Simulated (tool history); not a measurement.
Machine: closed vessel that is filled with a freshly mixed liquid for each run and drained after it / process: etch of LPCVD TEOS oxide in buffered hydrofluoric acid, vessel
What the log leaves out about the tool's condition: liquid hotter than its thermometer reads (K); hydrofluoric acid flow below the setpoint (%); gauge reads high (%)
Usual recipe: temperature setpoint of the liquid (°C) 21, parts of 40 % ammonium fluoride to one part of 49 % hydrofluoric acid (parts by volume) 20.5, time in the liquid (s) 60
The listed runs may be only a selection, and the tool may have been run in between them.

run,hour,temperature setpoint of the liquid (°C),parts of 40 % ammonium fluoride to one part of 49 % hydrofluoric acid (parts by volume),time in the liquid (s),wafers since the last listed run,hours since the thermometer was replaced,hours since the hydrofluoric acid flow meter was replaced,hours since the gauge calibration,"read-back film thickness of the LPCVD TEOS oxide reference wafer, read on the same gauge (nm)",thickness taken off the LPCVD TEOS oxide on a monitor wafer (Å)
1,0,21,20.5,60,0,2102.8,1614.5,390.2,140.02,591.3
2,14.2,21,20.5,60,1755,2117,1628.7,404.4,139.98,591.5
3,26.5,21,20.5,35,1520,2129.3,1641,416.7,139.98,343.2
4,42.8,21,20.5,60,2015,2145.6,1657.3,433,140.05,595.5
5,57,21,20.5,60,1755,2159.8,1671.5,447.2,139.98,591.1
# hour 63.6: gauge calibrated
6,73.2,21,20.5,60,2002,2176,1687.7,9.6,139.99,592.8
7,105.5,21,20.5,60,3993,2208.3,1720,41.9,140.01,593.8
8,111.6,21,20.5,60,754,2214.4,1726.1,48,140,593.6
9,119.2,21,18.5,60,939,2222,1733.7,55.6,139.98,657
10,131.9,21,18.5,60,1570,2234.7,1746.4,68.3,139.99,657.5
11,149.8,21,20.5,60,2213,2252.6,1764.3,86.2,140.03,598.1
12,156.3,21,25.5,85,803,2259.1,1770.8,92.7,140,725.1
# hour 161.6: thermometer replaced
13,163,21,27.5,60,704,1.4,1777.5,99.4,139.95,422.8
14,178.8,21,20.5,70,1953,17.2,1793.3,115.2,140.05,603.5
15,188.2,24,23,90,1162,26.6,1802.7,124.6,140,853.4
# hour 192.7: hydrofluoric acid flow meter replaced
16,199.9,22.5,20.5,60,1322,38.3,7.2,136.3,139.98,559
17,217.5,25.5,18,40,2176,55.9,24.8,153.9,140.03,495.6
18,230.9,17,13,80,1656,69.3,38.2,167.3,139.99,853.3
19,238.8,26,20.5,70,976,77.2,46.1,175.2,140.04,800.6
20,249,18.5,17,60,1261,87.4,56.3,185.4,140,545.4
21,261.6,21,20.5,60,1557,100,68.9,198,139.96,516.2
22,273.7,21,20.5,60,1496,112.1,81,210.1,140.04,514.9
23,286.5,24,20.5,40,1582,124.9,93.8,222.9,140.01,414.6
24,301.5,21,20.5,60,1854,139.9,108.8,237.9,140.03,518
25,310.4,23,20.5,30,1100,148.8,117.7,246.8,139.95,289.3
26,318.4,23.5,20.5,85,989,156.8,125.7,254.8,140.03,845.1
27,330.9,24,12.5,60,1545,169.3,138.2,267.3,140.01,1000.1
28,339.2,26,16,75,1026,177.6,146.5,275.6,140.01,1070.4
29,347.5,21,15,40,1026,185.9,154.8,283.9,140,469.2
30,360.9,21,20.5,60,1656,199.3,168.2,297.3,140.02,524.1
31,375.2,21,20.5,60,1768,213.6,182.5,311.6,140.01,522.5
32,384.5,24.5,26.5,75,1149,222.9,191.8,320.9,139.99,661.8

Results per run with the tool's hidden condition removed, run-to-run variation unchanged:
run,thickness taken off the LPCVD TEOS oxide on a monitor wafer (Å)
1,513.7
2,513.3
3,297.7
4,516
5,511.6
6,512.5
7,512.5
8,512
9,566.5
10,566.6
11,514.6
12,623.6
13,421.4
14,600.8
15,849.2
16,555.7
17,492.1
18,846.5
19,794.2
20,540.5
21,511
22,509.5
23,409.8
24,511.7
25,285.6
26,834.1
27,986
28,1054.9
29,462
30,515.6
31,513.5
32,650.3
